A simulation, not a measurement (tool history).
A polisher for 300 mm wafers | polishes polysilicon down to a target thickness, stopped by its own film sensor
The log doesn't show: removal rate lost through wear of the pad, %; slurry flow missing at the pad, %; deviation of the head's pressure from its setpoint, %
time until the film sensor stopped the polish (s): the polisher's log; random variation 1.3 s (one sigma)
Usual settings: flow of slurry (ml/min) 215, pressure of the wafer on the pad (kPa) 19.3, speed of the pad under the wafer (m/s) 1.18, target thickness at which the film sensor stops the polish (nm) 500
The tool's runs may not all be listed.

run	hour	flow of slurry (ml/min)	pressure of the wafer on the pad (kPa)	speed of the pad under the wafer (m/s)	target thickness at which the film sensor stops the polish (nm)	wafers since the last listed run	wafers polished on this pad	hours since the slurry nozzle was cleaned	hours since the head pressure was calibrated	incoming thickness of the incoming film, nm	time until the film sensor stopped the polish (s)
1	0	215	23.4	1.18	500	0	1066	266.9	986.4	1217.7	96.8
# hour 3.3: worn pad replaced by a new one
2	25.3	215	23.4	1.18	500	244	244	292.2	1011.7	1232.2	94.1
3	42.1	215	23.4	1.18	500	187	432	309	1028.5	1228.2	95.1
4	68.5	215	19.3	1.18	500	294	726	335.4	1054.9	1221.5	115
5	100.8	215	19.3	1.18	500	359	1086	367.7	1087.2	1223.9	120.7
6	115.2	215	19.3	1.18	500	160	1246	382.1	1101.6	1222.7	123.9
# hour 122.4: worn pad replaced by a new one
7	134.6	215	19.3	1.18	500	171	135	401.5	1121	1212.3	111.6
# hour 158.5: slurry nozzle cleaned
8	162.4	215	19.3	1.18	500	298	434	3.9	1148.8	1214.1	108.5
9	183.2	215	19.3	1.18	500	231	665	24.7	1169.6	1216.6	109.8
10	203.8	215	19.3	1.18	500	229	895	45.3	1190.2	1230.9	115.3
11	218.7	180	19.3	1.08	270	166	1061	60.2	1205.1	1206.3	165
12	236.1	215	23.4	1.04	643	193	1255	77.6	1222.5	1244.3	89.4
# hour 240.9: worn pad replaced by a new one
13	268.9	215	19.3	1.18	500	320	311	110.4	1255.3	1215.9	107.1
14	282.9	215	19.3	1.34	500	155	467	124.4	1269.3	1196.9	98
# hour 307.9: head pressure recalibrated
15	329	215	24.8	1.18	500	491	958	170.5	21.1	1224.2	92.2
16	348.3	155	24.8	1.18	500	215	1173	189.8	40.4	1234.4	100.9
# hour 361.1: worn pad replaced by a new one
17	381.5	160	19.3	1.18	500	325	226	223	73.6	1233.6	114
18	394.6	180	13.1	1.02	729	145	372	236.1	86.7	1241.6	130.2
19	427.4	215	19.3	0.8	591	365	738	268.9	119.5	1231.6	135.4
20	447.7	215	15.2	1.52	679	226	964	289.2	139.8	1238.3	94.1
# hour 478.9: worn pad replaced by a new one
21	479.4	215	19.3	1.18	500	308	5	320.9	171.5	1236.9	109.5

Forecast each of these 4 alternatives for the next run:
A	479.8	215	19.3	1.18	500	4	9	321.3	171.9	1234.5	?
B	479.8	215	19.3	1.18	695	4	9	321.3	171.9	1234.5	?
C	479.8	215	12.4	1.18	293	4	9	321.3	171.9	1234.5	?
D	479.8	240	22.8	1.18	500	4	9	321.3	171.9	1234.5	?

run	time until the film sensor stopped the polish (s)
A	109.6
B	80.5
C	213.1
D	92.3
Without the tool's hidden state the same runs would have given:
run	time until the film sensor stopped the polish (s)
A	103.9
B	76.3
C	202
D	87.8

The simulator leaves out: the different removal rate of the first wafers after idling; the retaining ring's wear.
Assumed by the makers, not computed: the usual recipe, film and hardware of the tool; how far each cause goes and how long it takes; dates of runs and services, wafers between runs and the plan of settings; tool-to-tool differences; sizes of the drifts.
